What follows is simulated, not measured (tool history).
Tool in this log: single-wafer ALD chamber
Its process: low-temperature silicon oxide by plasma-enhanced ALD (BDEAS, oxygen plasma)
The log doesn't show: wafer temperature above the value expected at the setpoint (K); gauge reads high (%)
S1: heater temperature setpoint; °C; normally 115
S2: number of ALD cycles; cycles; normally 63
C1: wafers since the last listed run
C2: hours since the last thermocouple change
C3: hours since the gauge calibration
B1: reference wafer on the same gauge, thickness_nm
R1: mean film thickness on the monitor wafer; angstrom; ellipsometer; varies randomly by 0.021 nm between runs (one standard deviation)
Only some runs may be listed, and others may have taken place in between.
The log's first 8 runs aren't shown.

run 9 day=8.888 | S1=115 S2=63 | C1=134 C2=1646.1 C3=780.4 | B1=9.293 | R1=86.01
run 10 day=10.142 | S1=115 S2=63 | C1=134 C2=1676.2 C3=810.5 | B1=9.300 | R1=85.81
run 11 day=10.721 | S1=115 S2=63 | C1=62 C2=1690.1 C3=824.4 | B1=9.306 | R1=85.49
run 12 day=11.846 | S1=115 S2=63 | C1=120 C2=1717.1 C3=851.4 | B1=9.302 | R1=85.45
run 13 day=12.858 | S1=115 S2=63 | C1=108 C2=1741.4 C3=875.7 | B1=9.314 | R1=85.67
-- day=14.046 gauge calibrated
run 14 day=14.075 | S1=115 S2=63 | C1=130 C2=1770.6 C3=0.7 | B1=9.151 | R1=84.30
run 15 day=15.150 | S1=119 S2=63 | C1=115 C2=1796.4 C3=26.5 | B1=9.154 | R1=83.36
run 16 day=15.950 | S1=119 S2=63 | C1=85 C2=1815.6 C3=45.7 | B1=9.162 | R1=83.97
-- day=17.175 thermocouple changed; heater temperature recalibrated
run 17 day=17.196 | S1=125 S2=56 | C1=98 C2=0.5 C3=75.6 | B1=9.170 | R1=73.43
run 18 day=18.454 | S1=108 S2=52 | C1=135 C2=30.7 C3=105.8 | B1=9.176 | R1=70.60
run 19 day=19.433 | S1=123 S2=74 | C1=105 C2=54.2 C3=129.3 | B1=9.178 | R1=97.65
run 20 day=20.308 | S1=121 S2=55 | C1=94 C2=75.2 C3=150.3 | B1=9.182 | R1=72.87
run 21 day=21.029 | S1=101 S2=54 | C1=77 C2=92.5 C3=167.6 | B1=9.185 | R1=74.03
run 22 day=22.108 | S1=109 S2=63 | C1=115 C2=118.4 C3=193.5 | B1=9.188 | R1=85.31
run 23 day=22.892 | S1=115 S2=67 | C1=84 C2=137.2 C3=212.3 | B1=9.193 | R1=89.49
run 24 day=23.550 | S1=115 S2=63 | C1=70 C2=153.0 C3=228.1 | B1=9.198 | R1=85.03
run 25 day=24.479 | S1=115 S2=60 | C1=99 C2=175.3 C3=250.4 | B1=9.207 | R1=80.68
run 26 day=25.683 | S1=103 S2=71 | C1=129 C2=204.2 C3=279.3 | B1=9.212 | R1=97.55
run 27 day=26.754 | S1=122 S2=53 | C1=115 C2=229.9 C3=305.0 | B1=9.216 | R1=70.21
run 28 day=28.058 | S1=115 S2=63 | C1=140 C2=261.2 C3=336.3 | B1=9.221 | R1=84.88
run 29 day=29.150 | S1=115 S2=63 | C1=117 C2=287.4 C3=362.5 | B1=9.223 | R1=84.55
run 30 day=30.167 | S1=115 S2=68 | C1=109 C2=311.8 C3=386.9 | B1=9.226 | R1=91.16
run 31 day=30.958 | S1=101 S2=52 | C1=85 C2=330.8 C3=405.9 | B1=9.235 | R1=71.92
run 32 day=32.150 | S1=115 S2=63 | C1=128 C2=359.4 C3=434.5 | B1=9.233 | R1=85.03

Forecast each of these 4 alternatives for the next run:
run A day=32.171 | S1=115 S2=63 | C1=2 C2=359.9 C3=435.0 | B1=? | R1=?
run B day=32.171 | S1=103 S2=59 | C1=2 C2=359.9 C3=435.0 | B1=? | R1=?
run C day=32.171 | S1=106 S2=67 | C1=2 C2=359.9 C3=435.0 | B1=? | R1=?
run D day=32.171 | S1=124 S2=74 | C1=2 C2=359.9 C3=435.0 | B1=? | R1=?

run=A B1=9.238 R1=84.82
run=B B1=9.238 R1=81.05
run=C B1=9.238 R1=91.58
run=D B1=9.238 R1=98.11
Stripped of hidden state, with their random variation kept, the same runs would have yielded:
run=A R1=84.01
run=B R1=80.27
run=C R1=90.70
run=D R1=97.17

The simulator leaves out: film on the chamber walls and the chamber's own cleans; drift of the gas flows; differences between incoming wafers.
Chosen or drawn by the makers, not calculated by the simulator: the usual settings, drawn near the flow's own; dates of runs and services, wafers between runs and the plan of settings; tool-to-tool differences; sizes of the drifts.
